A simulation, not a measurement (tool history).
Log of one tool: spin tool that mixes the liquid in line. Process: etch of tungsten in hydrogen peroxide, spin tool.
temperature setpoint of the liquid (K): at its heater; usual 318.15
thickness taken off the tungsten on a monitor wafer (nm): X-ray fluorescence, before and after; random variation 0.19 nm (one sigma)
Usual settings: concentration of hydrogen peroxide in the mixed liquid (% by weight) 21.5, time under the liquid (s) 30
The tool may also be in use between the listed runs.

run     day  temperature setpoint of the liquid (K)  concentration of hydrogen peroxide in the mixed liquid (% by weight)  time under the liquid (s)  read-back film thickness of the tungsten reference wafer, read on the same gauge (nm)  thickness taken off the tungsten on a monitor wafer (nm)
  1       0                                  318.15                                                                  16.5                         30                                                                                  79.99                                                     14.59
      0.183  -- new drum of peroxide connected
  2   0.942                                  318.15                                                                  16.5                         30                                                                                     80                                                     14.62
  3   2.167                                  318.15                                                                  16.5                         30                                                                                  80.01                                                     14.68
  4   3.458                                  321.15                                                                    17                         30                                                                                     80                                                      17.8
  5   4.096                                  321.15                                                                    17                         30                                                                                     80                                                     18.15
      4.408  -- gauge calibrated
  6   4.788                                  318.15                                                                  18.5                         45                                                                                     80                                                     23.61
  7   6.712                                  318.15                                                                  21.5                         30                                                                                     80                                                     16.74
  8   7.358                                  318.15                                                                  21.5                         30                                                                                  80.01                                                     16.89
  9   7.958                                  318.15                                                                  21.5                         30                                                                                     80                                                     16.95
 10   9.092                                  318.15                                                                  21.5                         30                                                                                  80.01                                                     16.93
      9.896  -- peroxide flow meter replaced
 11      10                                  318.15                                                                  21.5                         30                                                                                     80                                                     16.54
 12  10.617                                  322.15                                                                  21.5                         20                                                                                  80.02                                                      14.2
 13  11.512                                  311.15                                                                  23.5                         30                                                                                     80                                                     11.16
 14  12.188                                  325.15                                                                  21.5                         30                                                                                     80                                                     25.91
 15  13.512                                  308.65                                                                  21.5                         15                                                                                  80.02                                                      4.56
 16  14.371                                  318.15                                                                  21.5                         30                                                                                     80                                                     16.75
 17  15.317                                  318.15                                                                  21.5                         30                                                                                     80                                                     16.87
 18  16.654                                  313.15                                                                    18                         35                                                                                  79.99                                                     12.88
 19  17.658                                  318.15                                                                  26.5                         30                                                                                  79.99                                                      18.5
 20  18.983                                  312.15                                                                  16.5                         30                                                                                  79.98                                                      9.96
     19.042  -- heated supply line repaired
     19.508  -- new drum of peroxide connected
 21  19.688                                  318.15                                                                  21.5                         30                                                                                     80                                                     22.43
     19.862  -- thermometer replaced
 22  20.654                                  312.15                                                                  21.5                         15                                                                                     80                                                      6.58
 23  21.667                                  318.15                                                                    15                         20                                                                                  79.99                                                     10.36
 24  22.429                                  310.65                                                                  15.5                         15                                                                                  80.01                                                      4.99
     23.008  -- gauge calibrated
 25  23.425                                  327.15                                                                  21.5                         30                                                                                     80                                                     33.21
 26  24.521                                  311.65                                                                  26.5                         20                                                                                  79.99                                                      9.18
 27    26.3                                  315.15                                                                  23.5                         25                                                                                  80.01                                                     13.48

Forecast each of these 3 alternatives for the next run:
  A  26.317                                  318.15                                                                  21.5                         30                                                                                      ?                                                         ?
  B  26.317                                  318.15                                                                    20                         15                                                                                      ?                                                         ?
  C  26.317                                  327.15                                                                  21.5                         35                                                                                      ?                                                         ?

run  read-back film thickness of the tungsten reference wafer, read on the same gauge (nm)  thickness taken off the tungsten on a monitor wafer (nm)
  A                                                                                     80                                                     18.87
  B                                                                                     80                                                       9.1
  C                                                                                     80                                                     38.24
Without the tool's hidden state the same runs would have given:
run  thickness taken off the tungsten on a monitor wafer (nm)
  A                                                     18.87
  B                                                       9.1
  C                                                     38.24
